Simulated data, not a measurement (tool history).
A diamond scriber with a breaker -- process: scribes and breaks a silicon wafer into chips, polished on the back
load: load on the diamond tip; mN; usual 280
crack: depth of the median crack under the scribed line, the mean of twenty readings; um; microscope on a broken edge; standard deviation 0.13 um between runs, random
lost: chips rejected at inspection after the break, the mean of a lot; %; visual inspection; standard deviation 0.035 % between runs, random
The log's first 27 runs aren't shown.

| run | day | load | incoming depth of the damage left on the back of the incoming wafer, um | crack | lost |
|---|---|---|---|---|---|
| 28 | 26.467 | 349 | 0.02 | 10.1 | 3.28 |
| 29 | 27.354 | 280 | 0.03 | 8.87 | 0.85 |
| 30 | 28.171 | 280 | 0.05 | 8.81 | 0.88 |
| 31 | 28.875 | 320 | 0.05 | 9.42 | 1.69 |
|  | 31.633 | load on the tip recalibrated |
| 32 | 32.004 | 233 | 0.03 | 7.33 | 3.66 |
| 33 | 33.454 | 352 | 0.04 | 9.44 | 1.39 |
| 34 | 34.279 | 357 | 0.04 | 9.64 | 1.43 |
| 35 | 35.742 | 280 | 0.04 | 8.16 | 1.22 |
| 36 | 36.829 | 238 | 0.05 | 7.25 | 2.93 |
| 37 | 38.021 | 213 | 0.03 | 7.03 | 5.3 |
| 38 | 41.038 | 219 | 0.02 | 7.14 | 4.82 |
| 39 | 41.929 | 280 | 0.02 | 8.25 | 1.2 |
| 40 | 43.017 | 280 | 0.04 | 8.06 | 1.25 |
| 41 | 44.138 | 225 | 0.02 | 7.1 | 4.06 |
| 42 | 45.146 | 252 | 0.02 | 7.48 | 2.3 |
| 43 | 46.054 | 280 | 0.04 | 8.05 | 1.29 |

Consider 3 possible next runs. They are alternatives, not a sequence: every one starts from the tool as it was left by run 43. What does each give?
| A | 46.079 | 280 | 0.01 | ? | ? |
| B | 46.079 | 359 | 0.01 | ? | ? |
| C | 46.079 | 353 | 0.01 | ? | ? |

| run | crack | lost |
|---|---|---|
| A | 7.9 | 1.32 |
| B | 9.16 | 1.55 |
| C | 9.07 | 1.4 |
Take away the tool's hidden state, keep each run's random variation, and the runs would have read:
| run | crack | lost |
|---|---|---|
| A | 8.44 | 0.89 |
| B | 9.78 | 3.01 |
| C | 9.68 | 2.74 |
